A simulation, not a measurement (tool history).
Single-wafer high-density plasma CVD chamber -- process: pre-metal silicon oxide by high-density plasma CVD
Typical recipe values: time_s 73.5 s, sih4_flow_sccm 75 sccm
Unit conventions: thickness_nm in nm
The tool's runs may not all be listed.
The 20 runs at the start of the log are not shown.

run    hour  time_s  sih4_flow_sccm  wafers since the last listed run  hours since the silane flow controller was replaced  hours since the gauge calibration  read-back reference wafer on the same gauge, thickness_nm  thickness_nm
     1004.5  -- silane flow controller replaced
 21  1007.5    86.7              81                               432                                                    3                             1461.6                                                    540.714        753.05
 22  1147.5    73.5              75                              2563                                                  143                             1601.6                                                    540.622       593.203
 23  1182.2    73.5              75                               635                                                177.7                             1636.3                                                    541.857        596.78
 24  1249.5    81.3              69                              1232                                                  245                             1703.6                                                    539.853       605.323
 25  1281.2    73.5              75                               580                                                276.7                             1735.3                                                     540.44       594.234
 26  1311.3    86.3              85                               551                                                306.8                             1765.4                                                    541.805       795.374
     1371.4  -- silane flow controller replaced, repeated, since the last time left the tool worse
 27  1371.9    61.7              88                               963                                                  0.5                               1826                                                    541.167       546.115
 28  1420.7    80.6              75                               893                                                 49.3                             1874.8                                                    540.773        608.99
     1569.2  -- gauge calibrated
 29  1636.4    61.4              90                              3950                                                  265                               67.2                                                    539.781       554.908
 30  1660.7    73.5              75                               445                                                289.3                               91.5                                                    540.838       558.109
 31  1720.2    59.9              85                              1089                                                348.8                                151                                                    540.762       515.721
 32  1789.5      79              86                              1269                                                418.1                              220.3                                                    540.861       684.735
 33  1957.1    87.1              75                              3069                                                585.7                              387.9                                                    540.439       662.619
 34  2008.7    78.9              83                               944                                                637.3                              439.5                                                    541.463       665.023
 35    2047    87.4              81                               701                                                675.6                              477.8                                                    541.362       717.975

Below are 4 alternative next runs, each starting from the tool's condition after run 35. Predict each:
  A  2047.4    73.5              85                                 7                                                  676                              478.2                                                          ?             ?
  B  2047.4    69.4              69                                 7                                                  676                              478.2                                                          ?             ?
  C  2047.4    79.2              82                                 7                                                  676                              478.2                                                          ?             ?
  D  2047.4    66.6              86                                 7                                                  676                              478.2                                                          ?             ?

run  read-back reference wafer on the same gauge, thickness_nm  thickness_nm
  A                                                    540.782       635.393
  B                                                    540.782       487.018
  C                                                    540.782       660.504
  D                                                    540.782       582.518
What these runs would have given with no unlogged condition in the tool:
run  thickness_nm
  A        635.59
  B       487.168
  C       660.708
  D       582.698

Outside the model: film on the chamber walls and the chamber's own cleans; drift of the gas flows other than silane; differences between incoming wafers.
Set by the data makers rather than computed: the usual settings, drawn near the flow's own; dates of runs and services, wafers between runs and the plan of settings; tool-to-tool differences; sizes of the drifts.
